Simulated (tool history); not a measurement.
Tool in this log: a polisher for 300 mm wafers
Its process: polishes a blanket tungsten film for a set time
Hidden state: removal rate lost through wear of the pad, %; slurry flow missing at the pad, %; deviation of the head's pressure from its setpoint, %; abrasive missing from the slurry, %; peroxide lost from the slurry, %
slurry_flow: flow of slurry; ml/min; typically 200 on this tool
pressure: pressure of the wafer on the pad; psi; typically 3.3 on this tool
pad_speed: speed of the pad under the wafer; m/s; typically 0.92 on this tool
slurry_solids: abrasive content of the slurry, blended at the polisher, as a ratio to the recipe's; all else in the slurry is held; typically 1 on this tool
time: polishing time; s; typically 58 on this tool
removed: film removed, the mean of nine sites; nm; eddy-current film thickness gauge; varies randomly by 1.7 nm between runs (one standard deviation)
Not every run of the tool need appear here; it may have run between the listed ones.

| run | hour | slurry_flow | pressure | pad_speed | slurry_solids | time | wafers since the last listed run | wafers polished on this pad | hours since the slurry nozzle was cleaned | hours since the head pressure was calibrated | hours since the slurry blender was calibrated | hours since the slurry got fresh peroxide | incoming thickness of the incoming film, nm | removed |
|---|---|---|---|---|---|---|---|---|---|---|---|---|---|---|
| 1 | 0 | 145 | 3.3 | 0.92 | 1 | 58 | 0 | 756 | 184.5 | 745.6 | 201.9 | 119.2 | 622.9 | 177.6 |
|  | 21.6 | slurry tank refilled with fresh slurry and peroxide |
| 2 | 27 | 200 | 3.3 | 0.92 | 1 | 58 | 247 | 1003 | 211.5 | 772.6 | 228.9 | 5.4 | 642.1 | 196.7 |
| 3 | 60.4 | 200 | 3.3 | 1.06 | 1 | 58 | 317 | 1320 | 244.9 | 806 | 262.3 | 38.8 | 625.1 | 216.7 |
|  | 71.6 | worn pad replaced by a new one |
| 4 | 76.5 | 200 | 3.3 | 1.06 | 1 | 58 | 115 | 46 | 261 | 822.1 | 278.4 | 54.9 | 630.8 | 217.3 |
| 5 | 96.8 | 200 | 3.3 | 1.06 | 1 | 58 | 193 | 239 | 281.3 | 842.4 | 298.7 | 75.2 | 630.6 | 218.4 |
| 6 | 130.6 | 200 | 2.6 | 0.92 | 1 | 58 | 321 | 561 | 315.1 | 876.2 | 332.5 | 109 | 635.6 | 155.7 |
|  | 147.2 | slurry blender recalibrated |
|  | 150.5 | slurry tank refilled with fresh slurry and peroxide |
| 7 | 176.2 | 200 | 2.6 | 0.92 | 1 | 58 | 405 | 966 | 360.7 | 921.8 | 29 | 25.7 | 630.3 | 159.8 |
|  | 182.6 | slurry nozzle cleaned |
| 8 | 200.8 | 200 | 2.6 | 0.92 | 1 | 58 | 224 | 1190 | 18.2 | 946.4 | 53.6 | 50.3 | 635.1 | 157.7 |
|  | 234.9 | worn pad replaced by a new one, of another model than before |
| 9 | 236.6 | 200 | 3.6 | 0.92 | 1 | 58 | 302 | 16 | 54 | 982.2 | 89.4 | 86.1 | 629.5 | 192.1 |
| 10 | 252 | 200 | 3.3 | 0.92 | 1 | 58 | 146 | 162 | 69.4 | 997.6 | 104.8 | 101.5 | 642.3 | 185 |
| 11 | 274.2 | 200 | 2.3 | 0.92 | 1 | 58 | 211 | 374 | 91.6 | 1019.8 | 127 | 123.7 | 640.6 | 160.7 |
|  | 287.4 | slurry tank refilled with fresh slurry and peroxide |
|  | 287.8 | head pressure recalibrated |
| 12 | 306 | 200 | 3.3 | 0.76 | 1 | 58 | 289 | 663 | 123.4 | 18.2 | 158.8 | 18.6 | 625.7 | 166.5 |
| 13 | 323.4 | 200 | 3.3 | 1.16 | 0.8 | 58 | 165 | 828 | 140.8 | 35.6 | 176.2 | 36 | 620.5 | 215.3 |
| 14 | 346.2 | 200 | 3.3 | 0.92 | 1 | 58 | 216 | 1045 | 163.6 | 58.4 | 199 | 58.8 | 630.1 | 187.6 |
| 15 | 365 | 200 | 3.3 | 0.92 | 1 | 58 | 178 | 1224 | 182.4 | 77.2 | 217.8 | 77.6 | 627.9 | 186.1 |
|  | 378.9 | worn pad replaced by a new one |
| 16 | 399.6 | 200 | 3.3 | 0.92 | 1 | 76 | 291 | 196 | 217 | 111.8 | 252.4 | 112.2 | 630.8 | 240.5 |
|  | 420.2 | slurry tank refilled with fresh slurry and peroxide |
| 17 | 421.7 | 200 | 3.3 | 0.92 | 1.25 | 67 | 200 | 397 | 239.1 | 133.9 | 274.5 | 1.5 | 622.1 | 231 |
|  | 427.5 | slurry blender recalibrated |
| 18 | 441.4 | 200 | 3.9 | 0.92 | 1 | 58 | 168 | 565 | 258.8 | 153.6 | 13.9 | 21.2 | 639 | 203.7 |
| 19 | 467.1 | 245 | 3.6 | 0.92 | 1.1 | 58 | 244 | 810 | 284.5 | 179.3 | 39.6 | 46.9 | 630.9 | 208.1 |
| 20 | 480.6 | 200 | 3.3 | 0.92 | 1.3 | 45 | 128 | 938 | 298 | 192.8 | 53.1 | 60.4 | 637.1 | 152.9 |
| 21 | 510 | 200 | 3.3 | 0.92 | 1 | 58 | 279 | 1218 | 327.4 | 222.2 | 82.5 | 89.8 | 631.7 | 186 |
|  | 527.9 | slurry nozzle cleaned |
| 22 | 528.3 | 200 | 3.3 | 1.08 | 1 | 58 | 164 | 1382 | 0.4 | 240.5 | 100.8 | 108.1 | 625.5 | 206.6 |
|  | 543.2 | worn pad replaced by a new one |
|  | 549 | slurry tank refilled with fresh slurry and peroxide |
| 23 | 556.7 | 200 | 3.3 | 0.64 | 1 | 58 | 222 | 119 | 28.8 | 268.9 | 129.2 | 7.7 | 624 | 149.9 |
| 24 | 586.3 | 200 | 3.3 | 0.92 | 1 | 58 | 281 | 400 | 58.4 | 298.5 | 158.8 | 37.3 | 633.4 | 192 |
| 25 | 612 | 200 | 2.6 | 1.1 | 1 | 58 | 244 | 644 | 84.1 | 324.2 | 184.5 | 63 | 627.9 | 196.1 |
| 26 | 627.3 | 200 | 4.3 | 0.6 | 1 | 44 | 145 | 790 | 99.4 | 339.5 | 199.8 | 78.3 | 632 | 120.8 |

Branching from run 26: 4 alternative next runs. What would each branch give?
| A | 627.7 | 200 | 3.3 | 0.66 | 1 | 58 | 3 | 794 | 99.8 | 339.9 | 200.2 | 78.7 | 628.6 | ? |
| B | 627.7 | 200 | 3.3 | 1.02 | 1.25 | 49 | 3 | 794 | 99.8 | 339.9 | 200.2 | 78.7 | 628.6 | ? |
| C | 627.7 | 200 | 3.3 | 0.72 | 1 | 70 | 3 | 794 | 99.8 | 339.9 | 200.2 | 78.7 | 628.6 | ? |
| D | 627.7 | 245 | 4 | 1.08 | 1.2 | 58 | 3 | 794 | 99.8 | 339.9 | 200.2 | 78.7 | 628.6 | ? |

| run | removed |
|---|---|
| A | 150.5 |
| B | 178.7 |
| C | 192.2 |
| D | 248.1 |
What these runs would have given with no unlogged condition in the tool:
| run | removed |
|---|---|
| A | 154.5 |
| B | 183.5 |
| C | 197.4 |
| D | 254.7 |

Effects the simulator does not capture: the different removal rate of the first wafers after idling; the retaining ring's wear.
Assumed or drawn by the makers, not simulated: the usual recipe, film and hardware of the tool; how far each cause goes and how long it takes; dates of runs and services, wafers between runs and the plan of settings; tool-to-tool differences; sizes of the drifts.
